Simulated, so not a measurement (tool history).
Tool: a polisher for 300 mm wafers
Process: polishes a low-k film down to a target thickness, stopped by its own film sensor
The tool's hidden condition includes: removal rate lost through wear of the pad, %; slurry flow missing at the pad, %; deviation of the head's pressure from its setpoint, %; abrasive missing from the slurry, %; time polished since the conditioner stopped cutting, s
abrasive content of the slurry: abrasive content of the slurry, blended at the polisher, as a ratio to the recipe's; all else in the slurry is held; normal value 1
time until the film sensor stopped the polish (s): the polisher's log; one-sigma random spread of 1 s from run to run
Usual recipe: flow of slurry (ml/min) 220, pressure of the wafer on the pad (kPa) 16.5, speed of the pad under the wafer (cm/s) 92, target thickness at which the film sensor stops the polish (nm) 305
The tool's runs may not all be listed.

run	hour	flow of slurry (ml/min)	pressure of the wafer on the pad (kPa)	speed of the pad under the wafer (cm/s)	abrasive content of the slurry	target thickness at which the film sensor stops the polish (nm)	wafers since the last listed run	wafers polished on this pad	hours since the slurry nozzle was cleaned	hours since the head pressure was calibrated	hours since the slurry blender was calibrated	hours since the conditioning disc was replaced	incoming thickness of the incoming film, nm	time until the film sensor stopped the polish (s)
1	0	220	16.5	92	1	305	0	623	498.7	1100.3	213.7	97.3	353.8	141.2
# hour 11.2: worn pad replaced by a new one
2	24	220	16.5	92	1	305	146	93	522.7	1124.3	237.7	121.3	352	137.7
# hour 32: slurry blender recalibrated
# hour 42.6: conditioning disc replaced and pad reconditioned
3	51.9	220	16.5	92	1	305	175	269	550.6	1152.2	19.9	9.3	349	118
4	75.5	220	16.5	92	1	305	173	442	574.2	1175.8	43.5	32.9	347.3	114.8
# hour 96.8: worn pad replaced by a new one
5	97.3	220	16.5	92	1	305	130	3	596	1197.6	65.3	54.7	348.2	120.2
6	123	220	16.5	78	1	311	188	192	621.7	1223.3	91	80.4	343.8	101.3
7	149.9	220	16.5	92	1	305	197	390	648.6	1250.2	117.9	107.3	346.6	119.4
8	168.4	220	16.5	92	1	305	135	526	667.1	1268.7	136.4	125.8	343.2	108.7
9	182.9	220	16.5	92	1	305	106	632	681.6	1283.2	150.9	140.3	348.7	125.2
# hour 185.7: conditioning disc replaced and pad reconditioned
# hour 194.8: worn pad replaced by a new one
10	201.9	220	13.1	92	1.15	305	95	52	700.6	1302.2	169.9	16.2	347.1	131.9
# hour 236.4: slurry blender recalibrated
# hour 237: head pressure recalibrated
11	237.7	150	16.5	112	1	305	243	295	736.4	0.7	1.3	52	353.6	119
12	253.7	270	16.5	122	1	305	117	413	752.4	16.7	17.3	68	354.3	105.9
# hour 265.8: slurry nozzle cleaned
# hour 273.1: worn pad replaced by a new one
13	287.9	175	11	122	1.25	305	214	108	22.1	50.9	51.5	102.2	347.1	120.7
14	305.1	180	20	92	1	305	126	235	39.3	68.1	68.7	119.4	350.9	111.7
15	318.1	265	16.5	116	1	305	95	330	52.3	81.1	81.7	132.4	353.6	114.8
# hour 328.3: conditioning disc replaced and pad reconditioned
16	350	220	16.5	92	1	305	219	550	84.2	113	113.6	21.7	349.9	128.3
# hour 355.1: worn pad replaced by a new one
17	368.6	245	15.2	92	1	305	107	99	102.8	131.6	132.2	40.3	345.6	122.6
18	412.4	220	16.5	92	1	305	321	421	146.6	175.4	176	84.1	351.6	134.1
19	431.6	180	20.7	92	1	311	141	562	165.8	194.6	195.2	103.3	349.5	95.3

Each row is a separate what-if for the run after 19, all from the same tool condition, not one after another. Results?
A	432.1	220	16.5	92	1	305	3	565	166.3	195.1	195.7	103.8	350.8	?
B	432.1	220	21.4	92	1	305	3	565	166.3	195.1	195.7	103.8	350.8	?
C	432.1	160	16.5	92	1.2	294	3	565	166.3	195.1	195.7	103.8	350.8	?
D	432.1	220	16.5	84	1.1	305	3	565	166.3	195.1	195.7	103.8	350.8	?
E	432.1	220	16.5	116	1	305	3	565	166.3	195.1	195.7	103.8	350.8	?

run	time until the film sensor stopped the polish (s)
A	133.8
B	109.6
C	159.4
D	135.3
E	115
What these runs would have given with no unlogged condition in the tool:
run	time until the film sensor stopped the polish (s)
A	121.4
B	99.5
C	146
D	123.4
E	104.4
